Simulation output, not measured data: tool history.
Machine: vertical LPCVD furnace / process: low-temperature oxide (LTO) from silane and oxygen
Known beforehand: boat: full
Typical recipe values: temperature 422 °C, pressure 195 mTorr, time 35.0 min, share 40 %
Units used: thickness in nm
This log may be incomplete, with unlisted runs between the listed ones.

run,day,temperature,pressure,time,share,"read-back reference wafer on the same gauge, thickness",thickness
1,0.000,431,225,35.0,40,356.05,479.28
2,1.338,422,195,35.0,40,355.80,380.22
3,2.067,422,195,35.0,40,356.00,379.88
4,2.704,422,195,35.0,35,355.97,327.29
5,3.050,422,195,35.0,35,356.21,325.71
6,3.371,422,195,35.0,35,356.11,327.95
7,3.929,422,225,35.0,40,355.99,441.79
# day 4.958: thermocouples replaced and temperature profile calibrated
8,4.979,422,225,35.0,40,356.09,429.20
9,5.154,422,195,35.0,40,355.49,372.71
10,5.371,422,195,35.0,43,355.92,402.00
11,5.817,426,195,35.0,40,356.22,389.06
12,6.371,422,235,39.0,44,355.83,555.23
13,7.000,422,155,35.0,40,355.94,299.25
# day 8.692: gauge calibrated
# day 8.821: silane flow controller replaced
14,8.842,431,155,35.0,40,356.22,326.45
15,9.017,418,180,46.5,40,356.05,444.31
16,9.317,422,195,35.0,40,355.96,376.80
17,9.592,422,195,35.0,40,355.95,374.42
18,10.308,422,195,35.0,40,356.31,376.52
19,10.842,431,165,35.0,40,355.97,350.44
20,11.529,425,175,39.5,47,355.99,462.89
21,11.950,422,215,35.0,45,355.76,469.24
22,12.396,422,235,35.0,40,356.00,454.49
23,12.779,431,195,35.0,45,356.09,464.56
24,13.500,422,195,35.0,40,355.89,378.45
25,14.154,422,195,35.0,38,356.01,357.10
26,14.867,422,195,35.0,35,355.79,322.55
27,15.542,422,195,35.0,40,355.75,376.88
28,16.058,422,195,35.0,40,355.95,379.15
29,16.400,422,195,31.0,40,355.81,338.58
30,16.658,422,170,47.0,44,356.26,491.74

Below are 5 alternative next runs, each starting from the tool's condition after run 30. Predict each:
A,16.838,422,195,35.0,40,?,?
B,16.838,426,235,22.5,40,?,?
C,16.838,422,160,35.0,40,?,?
D,16.838,422,195,35.0,48,?,?
E,16.838,422,195,35.0,33,?,?

run,"read-back reference wafer on the same gauge, thickness",thickness
A,356.20,380.61
B,356.20,305.74
C,356.20,313.86
D,356.20,454.96
E,356.20,300.63
With the hidden condition removed and each run's random variation left untouched, the same runs would have given:
run,thickness
A,370.04
B,298.44
C,303.63
D,442.47
E,292.20
